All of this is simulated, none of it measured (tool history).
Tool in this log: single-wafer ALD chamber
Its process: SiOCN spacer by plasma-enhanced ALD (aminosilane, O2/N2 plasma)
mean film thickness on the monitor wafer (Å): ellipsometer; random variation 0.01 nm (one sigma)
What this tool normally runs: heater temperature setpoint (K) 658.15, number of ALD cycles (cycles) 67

run,hour,heater temperature setpoint (K),number of ALD cycles (cycles),"read-back reference wafer on the same gauge, thickness_nm",mean film thickness on the monitor wafer (Å)
1,0.0,658.15,67,4.720,41.72
2,14.6,658.15,67,4.719,41.62
3,22.4,658.15,67,4.720,41.43
4,28.9,658.15,58,4.721,36.03
5,35.2,658.15,58,4.719,35.76
6,44.2,658.15,58,4.719,35.84
7,61.8,651.15,67,4.719,41.52
8,74.9,651.15,67,4.719,41.72
9,97.8,658.15,67,4.723,41.62
# hour 105.7: gauge calibrated
10,109.1,658.15,67,4.721,41.49
# hour 117.9: thermocouple changed; heater temperature recalibrated
11,118.4,655.15,60,4.720,37.31
12,130.1,658.15,67,4.721,41.57
13,146.5,667.15,73,4.722,45.22
14,152.9,651.15,59,4.721,36.46
15,166.4,645.15,56,4.723,34.84

For run 16, what comes out?
16,179.1,658.15,67,?,?

Run 16 gave read-back reference wafer on the same gauge, thickness_nm 4.719, mean film thickness on the monitor wafer (Å) 41.71.
On a tool with no hidden condition, and with the same random variation, this run would have come out at mean film thickness on the monitor wafer (Å) 41.71.
